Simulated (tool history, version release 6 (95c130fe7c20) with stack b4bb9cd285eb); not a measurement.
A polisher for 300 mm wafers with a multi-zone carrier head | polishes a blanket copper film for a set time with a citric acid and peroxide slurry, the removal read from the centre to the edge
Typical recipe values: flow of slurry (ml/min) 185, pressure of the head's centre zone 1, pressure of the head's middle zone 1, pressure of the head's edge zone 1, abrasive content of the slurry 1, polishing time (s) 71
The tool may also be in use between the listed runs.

| run | hour | flow of slurry (ml/min) | pressure of the head's centre zone | pressure of the head's middle zone | pressure of the head's edge zone | abrasive content of the slurry | polishing time (s) | wafers since the last listed run | wafers polished on this pad | hours since the slurry nozzle was cleaned | hours since the centre zone pressure was calibrated | hours since the edge zone pressure was calibrated | hours since the carrier head's membrane was replaced | incoming thickness of the incoming film, nm | film removed at the wafer's centre (angstrom) | film removed at mid-radius (angstrom) | film removed at the wafer's edge (angstrom) |
|---|---|---|---|---|---|---|---|---|---|---|---|---|---|---|---|---|---|
| 1 | 0 | 185 | 1 | 1 | 1.07 | 1 | 71 | 0 | 845 | 279.8 | 237.8 | 140.5 | 1496.7 | 512.9 | 1273 | 1246 | 1283 |
| 2 | 42.6 | 185 | 1 | 1 | 1 | 1 | 71 | 352 | 1198 | 322.4 | 280.4 | 183.1 | 1539.3 | 504.8 | 1238 | 1270 | 1222 |
|  | 83.7 | worn pad replaced by a new one |
| 3 | 84.2 | 185 | 1 | 1 | 1 | 1 | 71 | 311 | 3 | 364 | 322 | 224.7 | 1580.9 | 507 | 1301 | 1345 | 1295 |
|  | 90 | slurry nozzle cleaned |
| 4 | 141.9 | 185 | 1.06 | 1 | 1 | 1 | 71 | 469 | 473 | 51.9 | 379.7 | 282.4 | 1638.6 | 511.5 | 1363 | 1322 | 1250 |
| 5 | 178.1 | 185 | 1.06 | 1 | 1 | 1 | 71 | 299 | 772 | 88.1 | 415.9 | 318.6 | 1674.8 | 508.5 | 1379 | 1281 | 1262 |
|  | 192.2 | centre zone pressure recalibrated |
|  | 227.4 | edge zone pressure recalibrated |
| 6 | 244.5 | 185 | 1.04 | 1 | 1 | 1 | 71 | 516 | 1289 | 154.5 | 52.3 | 17.1 | 1741.2 | 504.8 | 1282 | 1259 | 1193 |
|  | 254.4 | worn pad replaced by a new one |
|  | 276 | carrier head's membrane replaced by a new one |
| 7 | 278.7 | 140 | 1 | 1 | 1 | 1 | 71 | 208 | 159 | 188.7 | 86.5 | 51.3 | 2.7 | 510.6 | 1112 | 1137 | 1097 |
| 8 | 331.8 | 185 | 1 | 1 | 1 | 1.1 | 71 | 439 | 599 | 241.8 | 139.6 | 104.4 | 55.8 | 519 | 1181 | 1190 | 1123 |
| 9 | 369.2 | 185 | 1 | 1 | 1 | 1 | 71 | 309 | 908 | 279.2 | 177 | 141.8 | 93.2 | 502.9 | 1114 | 1161 | 1115 |
|  | 410.3 | worn pad replaced by a new one, repeated, since the last time left the tool worse |
| 10 | 426.1 | 185 | 1 | 1 | 1 | 1.15 | 71 | 437 | 130 | 336.1 | 233.9 | 198.7 | 150.1 | 507.3 | 1321 | 1365 | 1295 |
| 11 | 470.1 | 185 | 1 | 1 | 1 | 1 | 63 | 364 | 495 | 380.1 | 277.9 | 242.7 | 194.1 | 500.9 | 1142 | 1171 | 1122 |
|  | 533.9 | centre zone pressure recalibrated |
| 12 | 540.8 | 185 | 1 | 1 | 1 | 1 | 71 | 568 | 1063 | 450.8 | 6.9 | 313.4 | 264.8 | 515.9 | 1261 | 1265 | 1235 |
|  | 551.3 | slurry nozzle cleaned |
|  | 554.6 | worn pad replaced by a new one |
|  | 583 | edge zone pressure recalibrated |
| 13 | 593.1 | 185 | 1 | 1 | 1 | 1 | 71 | 380 | 302 | 41.8 | 59.2 | 10.1 | 317.1 | 512.7 | 1312 | 1302 | 1272 |
| 14 | 628 | 185 | 1 | 1 | 1 | 1 | 71 | 288 | 591 | 76.7 | 94.1 | 45 | 352 | 509.4 | 1295 | 1312 | 1258 |
| 15 | 695.8 | 235 | 1 | 1 | 1 | 1 | 71 | 561 | 1152 | 144.5 | 161.9 | 112.8 | 419.8 | 510.8 | 1309 | 1317 | 1248 |
|  | 724.1 | worn pad replaced by a new one |
| 16 | 728.5 | 210 | 1 | 1 | 0.93 | 0.9 | 71 | 237 | 36 | 177.2 | 194.6 | 145.5 | 452.5 | 501 | 1310 | 1344 | 1230 |
| 17 | 760.3 | 185 | 1 | 1 | 0.93 | 1 | 71 | 263 | 299 | 209 | 226.4 | 177.3 | 484.3 | 509.1 | 1288 | 1326 | 1217 |
| 18 | 817.4 | 185 | 1 | 1 | 1 | 0.85 | 71 | 472 | 772 | 266.1 | 283.5 | 234.4 | 541.4 | 502.3 | 1246 | 1281 | 1222 |
| 19 | 842.9 | 185 | 1 | 1 | 1 | 1 | 71 | 211 | 983 | 291.6 | 309 | 259.9 | 566.9 | 516.6 | 1253 | 1285 | 1240 |

What if the next run were any one of these 5? Each begins from the tool's condition after run 19:
| A | 843.3 | 185 | 1 | 1 | 1.11 | 1 | 71 | 3 | 986 | 292 | 309.4 | 260.3 | 567.3 | 519.7 | ? | ? | ? |
| B | 843.3 | 185 | 1 | 1 | 0.95 | 1 | 71 | 3 | 986 | 292 | 309.4 | 260.3 | 567.3 | 519.7 | ? | ? | ? |
| C | 843.3 | 185 | 1.04 | 0.93 | 1 | 1 | 71 | 3 | 986 | 292 | 309.4 | 260.3 | 567.3 | 519.7 | ? | ? | ? |
| D | 843.3 | 185 | 1 | 1.04 | 1.08 | 1 | 71 | 3 | 986 | 292 | 309.4 | 260.3 | 567.3 | 519.7 | ? | ? | ? |
| E | 843.3 | 210 | 0.94 | 1 | 1 | 1 | 71 | 3 | 986 | 292 | 309.4 | 260.3 | 567.3 | 519.7 | ? | ? | ? |

| run | film removed at the wafer's centre (angstrom) | film removed at mid-radius (angstrom) | film removed at the wafer's edge (angstrom) |
|---|---|---|---|
| A | 1247 | 1289 | 1292 |
| B | 1247 | 1289 | 1198 |
| C | 1296 | 1213 | 1228 |
| D | 1247 | 1333 | 1274 |
| E | 1198 | 1316 | 1246 |
With the hidden condition removed and each run's random variation left untouched, the same runs would have given:
| run | film removed at the wafer's centre (angstrom) | film removed at mid-radius (angstrom) | film removed at the wafer's edge (angstrom) |
|---|---|---|---|
| A | 1302 | 1346 | 1350 |
| B | 1302 | 1346 | 1251 |
| C | 1354 | 1266 | 1283 |
| D | 1302 | 1392 | 1330 |
| E | 1251 | 1374 | 1301 |

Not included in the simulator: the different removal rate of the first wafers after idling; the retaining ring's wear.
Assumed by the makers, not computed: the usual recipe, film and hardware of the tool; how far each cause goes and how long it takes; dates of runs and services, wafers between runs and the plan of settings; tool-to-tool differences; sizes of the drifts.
